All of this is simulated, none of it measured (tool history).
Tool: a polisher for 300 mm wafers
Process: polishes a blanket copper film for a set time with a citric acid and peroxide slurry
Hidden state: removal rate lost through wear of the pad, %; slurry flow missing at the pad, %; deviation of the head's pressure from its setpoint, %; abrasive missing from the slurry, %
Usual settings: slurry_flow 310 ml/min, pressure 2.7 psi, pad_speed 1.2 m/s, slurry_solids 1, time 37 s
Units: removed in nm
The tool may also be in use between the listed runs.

run    hour  slurry_flow  pressure  pad_speed  slurry_solids  time  wafers since the last listed run  wafers polished on this pad  hours since the slurry nozzle was cleaned  hours since the head pressure was calibrated  hours since the slurry blender was calibrated  incoming thickness of the incoming film, nm  removed
  1       0          310       2.7        1.2              1    37                                 0                         1031                                      605.4                                         424.9                                           26.1                                        523.9     87.9
  2    61.6          310       2.7        1.2              1    37                               356                         1388                                        667                                         486.5                                           87.7                                        529.6     88.4
  3    97.9          310       2.7        1.2              1    37                               209                         1598                                      703.3                                         522.8                                            124                                        520.3     88.3
  4   143.4          310       2.7        1.2              1    37                               263                         1861                                      748.8                                         568.3                                          169.5                                          522     88.3
      170.5  -- slurry nozzle cleaned
  5   216.5          310       2.7        1.2              1    37                               417                         2278                                         46                                         641.4                                          242.6                                        512.6       89
      261.1  -- worn pad replaced by a new one
  6   262.6          310       2.7        1.2              1    37                               243                            8                                       92.1                                         687.5                                          288.7                                        514.3     90.5
  7     303          275       2.7        1.2              1    37                               233                          242                                      132.5                                         727.9                                          329.1                                        519.3     87.5
      386.5  -- slurry blender recalibrated
  8     401          275       2.7        1.2              1    37                               555                          797                                      230.5                                         825.9                                           14.5                                        515.7     86.8
        447  -- head pressure recalibrated
  9   530.1          310       2.7        1.2              1    37                               735                         1532                                      359.6                                          83.1                                          143.6                                        525.2     89.2
 10   570.8          310       2.7        1.2              1    37                               235                         1768                                      400.3                                         123.8                                          184.3                                        521.1     91.3
      602.2  -- worn pad replaced by a new one
 11   628.9          310       2.7        1.2              1    37                               312                          154                                      458.4                                         181.9                                          242.4                                        529.4     89.9
 12   746.9          310       2.7        1.2              1    37                               682                          836                                      576.4                                         299.9                                          360.4                                        517.3     88.7
      804.5  -- slurry blender recalibrated
 13   841.5          365       2.7        1.2              1    37                               535                         1372                                        671                                         394.5                                             37                                        511.6     90.7
      859.1  -- slurry nozzle cleaned
 14   890.6          365       2.7        1.2              1    37                               278                         1650                                       31.5                                         443.6                                           86.1                                          517     89.6
 15   978.7          220       1.9       0.88            1.2    37                               509                         2160                                      119.6                                         531.7                                          174.2                                        521.6       53
     1054.4  -- worn pad replaced by a new one
 16  1055.2          310       2.7        1.2              1    37                               419                            4                                      196.1                                         608.2                                          250.7                                        528.7     89.5
 17  1105.3          275       2.4       0.94              1    25                               289                          294                                      246.2                                         658.3                                          300.8                                        523.3     44.2
     1151.1  -- slurry blender recalibrated
 18  1183.5          310       2.7       1.46            0.7    37                               440                          735                                      324.4                                         736.5                                           32.4                                          521    100.7
 19  1267.6          310       2.4        1.2              1    49                               486                         1221                                      408.5                                         820.6                                          116.5                                        525.5    107.8
     1316.8  -- head pressure recalibrated
 20  1342.9          310       2.7       1.38            1.1    37                               423                         1645                                      483.8                                          26.1                                          191.8                                        516.1    101.8
     1395.3  -- worn pad replaced by a new one
 21    1447          310       3.2        1.1            1.3    26                               578                          299                                      587.9                                         130.2                                          295.9                                        521.9     69.1
 22  1516.6          310       2.2        1.2              1    37                               402                          701                                      657.5                                         199.8                                          365.5                                        528.3       76
 23  1570.8          225       2.7        1.2              1    37                               313                         1015                                      711.7                                           254                                          419.7                                        510.1     84.4
     1582.7  -- slurry blender recalibrated
     1585.1  -- slurry nozzle cleaned
 24  1664.9          310       2.7        1.2              1    43                               526                         1542                                       79.8                                         348.1                                           82.2                                        517.5    104.6
     1739.5  -- worn pad replaced by a new one
 25  1751.5          245       2.3        1.2              1    37                               477                           69                                      166.4                                         434.7                                          168.8                                          525     78.3
 26  1798.2          310       2.7        1.2              1    37                               270                          339                                      213.1                                         481.4                                          215.5                                        516.5     89.1
 27  1896.1          310       2.7        1.2            0.9    37                               566                          905                                        311                                         579.3                                          313.4                                        512.8     86.4
 28    1976          310       2.7        1.2              1    37                               462                         1367                                      390.9                                         659.2                                          393.3                                        515.5     88.9

4 ways to go on from here, each from the tool as it stands after run 28. What would each give?
  A  1976.4          310       2.7        1.2              1    37                                 2                         1370                                      391.3                                         659.6                                          393.7                                          522        ?
  B  1976.4          310       2.4        1.2              1    41                                 2                         1370                                      391.3                                         659.6                                          393.7                                          522        ?
  C  1976.4          310       2.7        1.2            1.3    37                                 2                         1370                                      391.3                                         659.6                                          393.7                                          522        ?
  D  1976.4          310       2.7       1.06              1    37                                 2                         1370                                      391.3                                         659.6                                          393.7                                          522        ?

run  removed
  A     89.7
  B     91.1
  C     94.3
  D     80.3
Without the tool's hidden state the same runs would have given:
run  removed
  A     89.7
  B     91.1
  C     94.3
  D     80.3
